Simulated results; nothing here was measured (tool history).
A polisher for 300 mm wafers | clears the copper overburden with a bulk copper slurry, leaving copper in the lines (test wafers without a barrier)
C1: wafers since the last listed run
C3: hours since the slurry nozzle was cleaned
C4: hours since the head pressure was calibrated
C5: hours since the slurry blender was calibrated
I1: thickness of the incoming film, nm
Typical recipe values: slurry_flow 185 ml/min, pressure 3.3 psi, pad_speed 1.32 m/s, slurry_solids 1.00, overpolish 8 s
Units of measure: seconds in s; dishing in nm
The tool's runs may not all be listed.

run 1 day=0.000 | slurry_flow=185 pressure=3.3 pad_speed=1.32 slurry_solids=1.00 overpolish=8 | C1=0 wafers_polished_on_this_pad=5081 C3=196.2 C4=315.1 C5=40.8 | I1=663.5 | seconds=41.8 dishing=63.1
run 2 day=3.108 | slurry_flow=185 pressure=3.3 pad_speed=1.32 slurry_solids=1.00 overpolish=8 | C1=1042 wafers_polished_on_this_pad=6124 C3=270.8 C4=389.7 C5=115.4 | I1=644.9 | seconds=41.2 dishing=63.3
run 3 day=14.450 | slurry_flow=235 pressure=3.3 pad_speed=1.32 slurry_solids=1.00 overpolish=8 | C1=3804 wafers_polished_on_this_pad=9929 C3=543.0 C4=661.9 C5=387.6 | I1=651.7 | seconds=41.1 dishing=61.6
run 4 day=18.762 | slurry_flow=185 pressure=3.3 pad_speed=1.32 slurry_solids=1.00 overpolish=8 | C1=1446 wafers_polished_on_this_pad=11375 C3=646.5 C4=765.4 C5=491.1 | I1=662.9 | seconds=42.0 dishing=62.1
run 5 day=21.267 | slurry_flow=185 pressure=3.3 pad_speed=1.00 slurry_solids=1.00 overpolish=8 | C1=840 wafers_polished_on_this_pad=12215 C3=706.6 C4=825.5 C5=551.2 | I1=664.0 | seconds=50.5 dishing=54.7
-- day=22.812 worn pad replaced by a new one
run 6 day=23.067 | slurry_flow=160 pressure=3.3 pad_speed=1.32 slurry_solids=1.00 overpolish=8 | C1=547 wafers_polished_on_this_pad=85 C3=749.8 C4=868.7 C5=594.4 | I1=654.7 | seconds=43.0 dishing=61.4
-- day=24.875 head pressure recalibrated
-- day=24.917 slurry nozzle cleaned
run 7 day=26.046 | slurry_flow=210 pressure=2.2 pad_speed=0.90 slurry_solids=1.00 overpolish=6 | C1=957 wafers_polished_on_this_pad=1043 C3=27.1 C4=28.1 C5=665.9 | I1=651.5 | seconds=69.6 dishing=33.2
-- day=35.246 slurry blender recalibrated
run 8 day=37.038 | slurry_flow=130 pressure=3.8 pad_speed=1.06 slurry_solids=1.00 overpolish=5 | C1=3659 wafers_polished_on_this_pad=4702 C3=290.9 C4=291.9 C5=43.0 | I1=668.2 | seconds=45.4 dishing=41.2
run 9 day=39.858 | slurry_flow=185 pressure=3.3 pad_speed=1.66 slurry_solids=1.00 overpolish=8 | C1=946 wafers_polished_on_this_pad=5649 C3=358.6 C4=359.6 C5=110.7 | I1=655.2 | seconds=35.3 dishing=67.8
run 10 day=42.438 | slurry_flow=185 pressure=3.3 pad_speed=1.54 slurry_solids=1.00 overpolish=8 | C1=865 wafers_polished_on_this_pad=6514 C3=420.5 C4=421.5 C5=172.6 | I1=662.0 | seconds=37.5 dishing=66.2
run 11 day=46.417 | slurry_flow=185 pressure=4.3 pad_speed=1.32 slurry_solids=1.00 overpolish=8 | C1=1334 wafers_polished_on_this_pad=7849 C3=516.0 C4=517.0 C5=268.1 | I1=655.2 | seconds=34.1 dishing=74.4
run 12 day=48.662 | slurry_flow=185 pressure=4.3 pad_speed=1.32 slurry_solids=1.00 overpolish=8 | C1=753 wafers_polished_on_this_pad=8602 C3=569.9 C4=570.9 C5=322.0 | I1=657.9 | seconds=34.2 dishing=70.7
run 13 day=50.167 | slurry_flow=185 pressure=3.3 pad_speed=1.32 slurry_solids=1.00 overpolish=8 | C1=504 wafers_polished_on_this_pad=9107 C3=606.0 C4=607.0 C5=358.1 | I1=668.0 | seconds=43.1 dishing=61.9
run 14 day=52.683 | slurry_flow=185 pressure=3.3 pad_speed=1.32 slurry_solids=0.90 overpolish=8 | C1=844 wafers_polished_on_this_pad=9951 C3=666.4 C4=667.4 C5=418.5 | I1=664.7 | seconds=44.9 dishing=60.1
run 15 day=55.150 | slurry_flow=140 pressure=3.3 pad_speed=1.32 slurry_solids=1.30 overpolish=6 | C1=827 wafers_polished_on_this_pad=10779 C3=725.6 C4=726.6 C5=477.7 | I1=666.7 | seconds=41.1 dishing=51.8
-- day=56.567 worn pad replaced by a new one
-- day=57.421 slurry nozzle cleaned
run 16 day=58.829 | slurry_flow=185 pressure=3.3 pad_speed=1.32 slurry_solids=1.00 overpolish=8 | C1=1164 wafers_polished_on_this_pad=745 C3=33.8 C4=814.9 C5=566.0 | I1=663.8 | seconds=40.8 dishing=63.2
run 17 day=60.546 | slurry_flow=185 pressure=3.3 pad_speed=1.32 slurry_solids=1.00 overpolish=8 | C1=575 wafers_polished_on_this_pad=1321 C3=75.0 C4=856.1 C5=607.2 | I1=662.6 | seconds=41.1 dishing=63.5
-- day=62.175 head pressure recalibrated
run 18 day=63.908 | slurry_flow=215 pressure=3.3 pad_speed=1.32 slurry_solids=1.00 overpolish=8 | C1=1100 wafers_polished_on_this_pad=2421 C3=155.7 C4=41.6 C5=687.9 | I1=653.7 | seconds=40.6 dishing=65.5
-- day=75.442 slurry blender recalibrated
run 19 day=76.046 | slurry_flow=155 pressure=3.3 pad_speed=1.14 slurry_solids=1.00 overpolish=8 | C1=4043 wafers_polished_on_this_pad=6465 C3=447.0 C4=332.9 C5=14.5 | I1=653.3 | seconds=47.1 dishing=56.3
run 20 day=79.292 | slurry_flow=145 pressure=3.3 pad_speed=1.02 slurry_solids=1.00 overpolish=8 | C1=1088 wafers_polished_on_this_pad=7554 C3=524.9 C4=410.8 C5=92.4 | I1=660.8 | seconds=51.3 dishing=53.3
run 21 day=83.454 | slurry_flow=225 pressure=2.2 pad_speed=1.32 slurry_solids=0.75 overpolish=8 | C1=1396 wafers_polished_on_this_pad=8950 C3=624.8 C4=510.7 C5=192.3 | I1=653.0 | seconds=61.6 dishing=44.9
run 22 day=87.679 | slurry_flow=185 pressure=3.3 pad_speed=1.32 slurry_solids=1.15 overpolish=8 | C1=1417 wafers_polished_on_this_pad=10368 C3=726.2 C4=612.1 C5=293.7 | I1=645.4 | seconds=39.9 dishing=63.8
-- day=89.162 worn pad replaced by a new one
-- day=89.888 slurry nozzle cleaned
run 23 day=92.125 | slurry_flow=230 pressure=3.3 pad_speed=1.32 slurry_solids=1.00 overpolish=8 | C1=1421 wafers_polished_on_this_pad=979 C3=53.7 C4=718.8 C5=400.4 | I1=666.9 | seconds=40.3 dishing=64.7
run 24 day=97.638 | slurry_flow=240 pressure=3.3 pad_speed=1.32 slurry_solids=1.00 overpolish=8 | C1=1849 wafers_polished_on_this_pad=2828 C3=186.0 C4=851.1 C5=532.7 | I1=666.3 | seconds=40.7 dishing=65.5
run 25 day=100.612 | slurry_flow=240 pressure=3.3 pad_speed=1.32 slurry_solids=1.00 overpolish=8 | C1=998 wafers_polished_on_this_pad=3826 C3=257.4 C4=922.5 C5=604.1 | I1=657.2 | seconds=40.6 dishing=62.8
run 26 day=102.942 | slurry_flow=225 pressure=3.3 pad_speed=1.32 slurry_solids=1.00 overpolish=8 | C1=781 wafers_polished_on_this_pad=4608 C3=313.3 C4=978.4 C5=660.0 | I1=657.9 | seconds=40.9 dishing=63.2
-- day=105.712 head pressure recalibrated
run 27 day=105.771 | slurry_flow=185 pressure=3.3 pad_speed=1.48 slurry_solids=0.75 overpolish=11 | C1=921 wafers_polished_on_this_pad=5529 C3=381.2 C4=1.4 C5=727.9 | I1=657.1 | seconds=42.6 dishing=76.1
-- day=107.254 slurry blender recalibrated
run 28 day=110.092 | slurry_flow=185 pressure=2.8 pad_speed=1.32 slurry_solids=1.00 overpolish=5 | C1=1421 wafers_polished_on_this_pad=6950 C3=484.9 C4=105.1 C5=68.1 | I1=652.3 | seconds=47.5 dishing=39.1

Consider 4 possible next runs. They are alternatives, not a sequence: every one starts from the tool as it was left by run 28. What does each give?
run A day=110.108 | slurry_flow=185 pressure=3.3 pad_speed=1.32 slurry_solids=1.00 overpolish=8 | C1=5 wafers_polished_on_this_pad=6956 C3=485.3 C4=105.5 C5=68.5 | I1=658.7 | seconds=? dishing=?
run B day=110.108 | slurry_flow=145 pressure=4.5 pad_speed=1.32 slurry_solids=1.00 overpolish=10 | C1=5 wafers_polished_on_this_pad=6956 C3=485.3 C4=105.5 C5=68.5 | I1=658.7 | seconds=? dishing=?
run C day=110.108 | slurry_flow=135 pressure=3.3 pad_speed=1.32 slurry_solids=1.00 overpolish=8 | C1=5 wafers_polished_on_this_pad=6956 C3=485.3 C4=105.5 C5=68.5 | I1=658.7 | seconds=? dishing=?
run D day=110.108 | slurry_flow=185 pressure=2.3 pad_speed=1.04 slurry_solids=1.00 overpolish=8 | C1=5 wafers_polished_on_this_pad=6956 C3=485.3 C4=105.5 C5=68.5 | I1=658.7 | seconds=? dishing=?

run=A seconds=42.4 dishing=61.9
run=B seconds=34.1 dishing=84.1
run=C seconds=44.2 dishing=60.2
run=D seconds=65.4 dishing=44.1
Stripped of hidden state, with their random variation kept, the same runs would have yielded:
run=A seconds=40.7 dishing=63.6
run=B seconds=32.4 dishing=86.3
run=C seconds=42.0 dishing=62.3
run=D seconds=62.7 dishing=45.5
